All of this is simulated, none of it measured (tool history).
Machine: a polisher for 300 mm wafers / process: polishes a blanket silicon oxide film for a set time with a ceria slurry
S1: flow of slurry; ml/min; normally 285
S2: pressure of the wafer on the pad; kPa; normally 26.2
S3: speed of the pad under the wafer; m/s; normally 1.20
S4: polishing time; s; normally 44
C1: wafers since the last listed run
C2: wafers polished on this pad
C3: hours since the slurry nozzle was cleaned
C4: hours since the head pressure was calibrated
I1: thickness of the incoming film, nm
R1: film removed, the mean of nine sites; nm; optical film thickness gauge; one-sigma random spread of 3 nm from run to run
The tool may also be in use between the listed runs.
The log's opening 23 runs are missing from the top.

run	hour	S1	S2	S3	S4	C1	C2	C3	C4	I1	R1
# hour 1251.9: slurry nozzle cleaned
24	1278.4	370	29.6	1.08	54	565	2159	26.5	301.8	1522.8	308.7
25	1319.3	285	26.2	1.20	44	374	2533	67.4	342.7	1535.1	227.8
26	1350.3	285	26.2	1.34	44	283	2817	98.4	373.7	1523.0	252.6
# hour 1370.5: worn pad replaced by a new one
27	1385.6	285	26.2	1.20	44	286	137	133.7	409.0	1526.0	240.0
28	1424.8	285	33.1	0.86	37	358	496	172.9	448.2	1506.3	198.1
29	1493.3	385	31.7	1.62	30	626	1122	241.4	516.7	1511.8	249.4
30	1533.1	285	26.2	1.20	44	363	1486	281.2	556.5	1519.0	229.6
31	1561.1	255	22.1	1.20	35	256	1742	309.2	584.5	1500.6	155.2
# hour 1618.3: head pressure recalibrated
32	1622.4	285	26.2	1.20	44	542	2284	370.5	4.1	1544.1	244.1
33	1651.0	350	26.2	1.56	44	261	2546	399.1	32.7	1525.3	302.2
34	1675.8	285	26.2	1.30	39	226	2773	423.9	57.5	1499.3	227.5

Consider 5 possible next runs. They are alternatives, not a sequence: every one starts from the tool as it was left by run 34. What does each give?
A	1676.2	285	26.2	1.20	44	3	2776	424.3	57.9	1502.0	?
B	1676.2	285	26.2	1.56	44	3	2776	424.3	57.9	1502.0	?
C	1676.2	245	20.0	1.20	55	3	2776	424.3	57.9	1502.0	?
D	1676.2	250	34.5	1.40	29	3	2776	424.3	57.9	1502.0	?
E	1676.2	285	26.2	1.38	44	3	2776	424.3	57.9	1502.0	?

run	R1
A	242.1
B	292.6
C	227.5
D	231.3
E	267.4
With the hidden condition removed and each run's random variation left untouched, the same runs would have given:
run	R1
A	246.8
B	298.3
C	231.9
D	235.8
E	272.5
